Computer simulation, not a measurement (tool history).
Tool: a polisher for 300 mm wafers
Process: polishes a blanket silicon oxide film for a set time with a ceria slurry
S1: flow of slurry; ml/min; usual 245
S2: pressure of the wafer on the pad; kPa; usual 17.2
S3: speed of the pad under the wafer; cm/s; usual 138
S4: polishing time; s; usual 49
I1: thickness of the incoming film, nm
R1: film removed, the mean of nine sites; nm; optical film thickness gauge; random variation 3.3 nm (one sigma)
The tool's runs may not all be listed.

Run 1, hour 0: usual settings; I1 1661.8. Result: R1 218 nm.
Run 2, hour 107.2: usual settings; I1 1636.9. Result: R1 213.3 nm.
At hour 202.9: worn pad replaced by a new one.
Run 3, hour 211.9: usual settings; I1 1641.6. Result: R1 217.3 nm.
Run 4, hour 316.9: usual settings but S4 57 s; I1 1616. Result: R1 252.2 nm.
Run 5, hour 376.3: usual settings but S4 57 s; I1 1608.3. Result: R1 249.9 nm.
At hour 383.2: head pressure recalibrated.
At hour 401.4: slurry nozzle cleaned.
At hour 616: worn pad replaced by a new one.
Run 6, hour 652.8: usual settings but S4 54 s; I1 1653.9. Result: R1 247 nm.
Run 7, hour 716.6: usual settings but S3 112 cm/s; I1 1648.6. Result: R1 184.8 nm.
Run 8, hour 781.8: usual settings but S3 112 cm/s; I1 1635.9. Result: R1 181.8 nm.
Run 9, hour 870.4: usual settings but S3 112 cm/s; I1 1656.1. Result: R1 179.3 nm.
Run 10, hour 935.9: usual settings but S4 61 s; I1 1652.1. Result: R1 270 nm.
At hour 951.7: slurry nozzle cleaned.
Run 11, hour 993.9: usual settings; I1 1644.6. Result: R1 209.6 nm.
At hour 1004: worn pad replaced by a new one.
Run 12, hour 1077.7: usual settings; I1 1631.3. Result: R1 222.1 nm.
Run 13, hour 1170.9: usual settings but S1 170 ml/min, S2 12.4 kPa, S3 160 cm/s, S4 35 s; I1 1651.3. Result: R1 131.3 nm.
Run 14, hour 1227.5: usual settings; I1 1664.9. Result: R1 218 nm.
Run 15, hour 1309.7: usual settings but S1 180 ml/min, S3 176 cm/s, S4 39 s; I1 1650. Result: R1 215.8 nm.
At hour 1350.2: worn pad replaced by a new one.
Run 16, hour 1355.8: usual settings but S1 185 ml/min, S2 21.4 kPa, S3 92 cm/s, S4 39 s; I1 1652.9. Result: R1 142.6 nm.
At hour 1436.5: head pressure recalibrated.
Run 17, hour 1451.3: usual settings but S2 11.7 kPa; I1 1675.2. Result: R1 160.6 nm.
At hour 1482: slurry nozzle cleaned.
Run 18, hour 1527.9: usual settings but S1 210 ml/min, S4 57 s; I1 1659.3. Result: R1 268.4 nm.
Run 19, hour 1582.6: usual settings; I1 1648.2. Result: R1 220.1 nm.
Run 20, hour 1688.5: usual settings but S1 330 ml/min, S2 19.3 kPa, S3 176 cm/s, S4 36 s; I1 1650.7. Result: R1 238.3 nm.
At hour 1744.8: worn pad replaced by a new one.
Run 21, hour 1760.4: usual settings but S4 43 s; I1 1635.2. Result: R1 201.3 nm.
Run 22, hour 1798.1: usual settings; I1 1649. Result: R1 234.8 nm.
Run 23, hour 1853.4: usual settings but S1 210 ml/min, S4 58 s; I1 1659.8. Result: R1 266.1 nm.
Run 24, hour 1906.1: usual settings but S1 320 ml/min, S3 162 cm/s; I1 1653.8. Result: R1 262.7 nm.

Forecast each of these 5 alternatives for the next run:
Run A, hour 1906.5: usual settings; I1 1649. Result: R1 ?.
Run B, hour 1906.5: usual settings but S2 21.4 kPa, S3 92 cm/s, S4 54 s; I1 1649. Result: R1 ?.
Run C, hour 1906.5: usual settings but S3 160 cm/s; I1 1649. Result: R1 ?.
Run D, hour 1906.5: usual settings but S1 270 ml/min, S3 158 cm/s, S4 43 s; I1 1649. Result: R1 ?.
Run E, hour 1906.5: usual settings but S1 275 ml/min, S2 12.4 kPa, S3 102 cm/s, S4 62 s; I1 1649. Result: R1 ?.

run     R1
  A  224.4
  B  205.3
  C  259.6
  D  226.5
  E  153.7
Without the tool's hidden state the same runs would have given:
run     R1
  A  239.6
  B  219.3
  C  277.2
  D  241.9
  E  164.2
